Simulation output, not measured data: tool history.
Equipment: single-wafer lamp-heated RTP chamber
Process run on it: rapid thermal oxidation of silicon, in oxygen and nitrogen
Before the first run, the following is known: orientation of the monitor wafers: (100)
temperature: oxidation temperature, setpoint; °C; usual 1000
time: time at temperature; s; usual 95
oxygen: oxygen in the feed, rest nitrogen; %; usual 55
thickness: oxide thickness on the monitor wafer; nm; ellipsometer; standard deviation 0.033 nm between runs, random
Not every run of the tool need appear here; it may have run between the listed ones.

| run | hour | temperature | time | oxygen | read-back reference wafer on the same gauge, thickness | thickness |
|---|---|---|---|---|---|---|
| 1 | 0 | 1000 | 95 | 55 | 5.338 | 6.303 |
| 2 | 50.2 | 1000 | 95 | 55 | 5.329 | 6.297 |
| 3 | 58.1 | 1000 | 95 | 55 | 5.333 | 6.267 |
| 4 | 73.8 | 1000 | 95 | 43 | 5.332 | 5.775 |
| 5 | 83.6 | 1000 | 95 | 43 | 5.331 | 5.709 |
| 6 | 93.4 | 1000 | 95 | 55 | 5.322 | 6.246 |
| 7 | 101 | 1000 | 95 | 55 | 5.332 | 6.33 |
| 8 | 115.7 | 1000 | 95 | 55 | 5.325 | 6.308 |
| 9 | 127.8 | 1000 | 95 | 55 | 5.328 | 6.251 |
| 10 | 143.5 | 1000 | 95 | 55 | 5.325 | 6.28 |
| 11 | 159.5 | 1000 | 65 | 69 | 5.329 | 5.737 |
| 12 | 166.2 | 1000 | 95 | 47 | 5.318 | 5.949 |
| 13 | 173.5 | 1000 | 63 | 28 | 5.326 | 4.214 |
| 14 | 191.2 | 974 | 95 | 63 | 5.33 | 5.451 |
| 15 | 208.7 | 1000 | 95 | 55 | 5.327 | 6.27 |
| 16 | 219 | 1000 | 95 | 55 | 5.33 | 6.314 |
| 17 | 230.6 | 1000 | 107 | 70 | 5.33 | 7.219 |
| 18 | 246.1 | 1027 | 115 | 55 | 5.324 | 8.233 |
| 19 | 261.5 | 1000 | 95 | 55 | 5.325 | 6.287 |
| 20 | 279.4 | 1024 | 95 | 28 | 5.333 | 5.949 |
| 21 | 289.9 | 1012 | 138 | 80 | 5.332 | 9.279 |
| 22 | 299.4 | 1000 | 95 | 55 | 5.33 | 6.269 |
| 23 | 316.2 | 1014 | 50 | 64 | 5.329 | 5.557 |
| 24 | 331.5 | 1000 | 109 | 55 | 5.325 | 6.644 |
| 25 | 339.1 | 1000 | 95 | 55 | 5.324 | 6.271 |
| 26 | 349.3 | 984 | 51 | 82 | 5.328 | 4.904 |
| 27 | 355.6 | 1029 | 114 | 79 | 5.331 | 9.575 |
| 28 | 372.6 | 1000 | 95 | 55 | 5.334 | 6.319 |
| 29 | 385.5 | 1000 | 95 | 55 | 5.326 | 6.322 |
| 30 | 394.5 | 1012 | 95 | 55 | 5.333 | 6.813 |
| 31 | 418.2 | 1000 | 135 | 63 | 5.324 | 7.709 |
| 32 | 426.6 | 1000 | 95 | 45 | 5.335 | 5.878 |
| 33 | 439.5 | 1000 | 130 | 71 | 5.33 | 7.9 |
| 34 | 455.4 | 1000 | 95 | 55 | 5.333 | 6.331 |
| 35 | 469.1 | 1000 | 95 | 55 | 5.334 | 6.255 |
| 36 | 483.3 | 1000 | 95 | 55 | 5.333 | 6.255 |
| 37 | 500.3 | 1010 | 95 | 55 | 5.334 | 6.785 |

Missing from the log above: 4 entries noted between runs. For each, name the pair of listed runs it sits between and say how the tool's hidden condition differs from the listed run just before to the listed run just after:
Between runs 9 and 10: pyrometer window cleaned and pyrometer calibrated (hour 138.5)
  no difference in the tool's unlogged condition between these two runs
Between runs 10 and 11: oxygen flow controller replaced (hour 154.8)
  no difference in the tool's unlogged condition between these two runs
Between runs 14 and 15: gauge calibrated (hour 191.3)
  no difference in the tool's unlogged condition between these two runs
Between runs 27 and 28: pyrometer window cleaned and pyrometer calibrated (hour 365.3)
  no difference in the tool's unlogged condition between these two runs
